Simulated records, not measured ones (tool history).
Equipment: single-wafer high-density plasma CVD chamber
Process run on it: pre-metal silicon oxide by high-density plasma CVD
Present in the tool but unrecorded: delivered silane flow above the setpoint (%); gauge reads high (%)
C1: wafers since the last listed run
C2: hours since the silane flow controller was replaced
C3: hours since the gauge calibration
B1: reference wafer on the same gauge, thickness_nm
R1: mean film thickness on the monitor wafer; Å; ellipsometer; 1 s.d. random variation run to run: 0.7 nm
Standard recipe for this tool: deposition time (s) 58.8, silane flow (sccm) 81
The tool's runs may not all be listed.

Run 1, hour 0: usual settings; C1 0; C2 2602.9; C3 291; B1 423.981. Result: R1 4312.94 Å.
At hour 9.2: gauge calibrated.
Run 2, hour 21: usual settings; C1 415; C2 2623.9; C3 11.8; B1 424.159. Result: R1 4336.12 Å.
Run 3, hour 47.5: usual settings but deposition time (s) 65.5; C1 524; C2 2650.4; C3 38.3; B1 423.89. Result: R1 4815.55 Å.
Run 4, hour 68.5: usual settings but deposition time (s) 65.5; C1 415; C2 2671.4; C3 59.3; B1 423.845. Result: R1 4815.96 Å.
Run 5, hour 80.9: usual settings but deposition time (s) 63.8, silane flow (sccm) 73; C1 245; C2 2683.8; C3 71.7; B1 423.967. Result: R1 4247.32 Å.
Run 6, hour 96.2: usual settings but deposition time (s) 63.8, silane flow (sccm) 73; C1 302; C2 2699.1; C3 87; B1 423.865. Result: R1 4250.75 Å.
Run 7, hour 110.2: usual settings but deposition time (s) 55.8; C1 277; C2 2713.1; C3 101; B1 423.889. Result: R1 4094.49 Å.
Run 8, hour 133.1: usual settings but deposition time (s) 55.8; C1 453; C2 2736; C3 123.9; B1 423.977. Result: R1 4103.46 Å.
Run 9, hour 149.3: usual settings but deposition time (s) 65.9; C1 320; C2 2752.2; C3 140.1; B1 423.948. Result: R1 4849.19 Å.
At hour 181.8: silane flow controller replaced.
Run 10, hour 182.3: usual settings but deposition time (s) 63.8, silane flow (sccm) 73; C1 494; C2 0.5; C3 173.1; B1 424.13. Result: R1 4778.41 Å.
Run 11, hour 196.8: usual settings but silane flow (sccm) 95; C1 287; C2 15; C3 187.6; B1 423.86. Result: R1 5656.08 Å.
At hour 267.1: silane flow controller replaced, repeated, since the last time left the tool worse.
Run 12, hour 267.6: usual settings but deposition time (s) 66.1, silane flow (sccm) 92; C1 1243; C2 0.5; C3 258.4; B1 423.861. Result: R1 5743.78 Å.
Run 13, hour 286.9: usual settings; C1 382; C2 19.8; C3 277.7; B1 424.085. Result: R1 4521.23 Å.
Run 14, hour 301.5: usual settings; C1 288; C2 34.4; C3 292.3; B1 424.058. Result: R1 4533.34 Å.
At hour 309.5: gauge calibrated.
Run 15, hour 313.6: usual settings but deposition time (s) 65.7, silane flow (sccm) 93; C1 239; C2 46.5; C3 4.1; B1 423.849. Result: R1 5785.6 Å.
Run 16, hour 347.2: usual settings but deposition time (s) 63.6; C1 665; C2 80.1; C3 37.7; B1 423.961. Result: R1 4894.89 Å.
Run 17, hour 360: usual settings; C1 253; C2 92.9; C3 50.5; B1 424.119. Result: R1 4497.65 Å.
Run 18, hour 372: usual settings but deposition time (s) 51.3; C1 237; C2 104.9; C3 62.5; B1 423.805. Result: R1 3944.52 Å.
Run 19, hour 391: usual settings but deposition time (s) 67.8, silane flow (sccm) 73; C1 376; C2 123.9; C3 81.5; B1 424.169. Result: R1 4701.84 Å.

Each row is a separate what-if for the run after 19, all from the same tool condition, not one after another. Results?
Run A, hour 391.4: usual settings but deposition time (s) 64.3; C1 7; C2 124.3; C3 81.9; B1 ?. Result: R1 ?.
Run B, hour 391.4: usual settings but deposition time (s) 49.6, silane flow (sccm) 86; C1 7; C2 124.3; C3 81.9; B1 ?. Result: R1 ?.
Run C, hour 391.4: usual settings but silane flow (sccm) 87; C1 7; C2 124.3; C3 81.9; B1 ?. Result: R1 ?.

run       B1       R1
  A  423.957  4939.26
  B  423.957  4033.41
  C  423.957   4834.5
The same runs, with their run-to-run variation unchanged, on a tool lacking any hidden condition would have given:
run       R1
  A  4956.91
  B  4047.83
  C  4851.79

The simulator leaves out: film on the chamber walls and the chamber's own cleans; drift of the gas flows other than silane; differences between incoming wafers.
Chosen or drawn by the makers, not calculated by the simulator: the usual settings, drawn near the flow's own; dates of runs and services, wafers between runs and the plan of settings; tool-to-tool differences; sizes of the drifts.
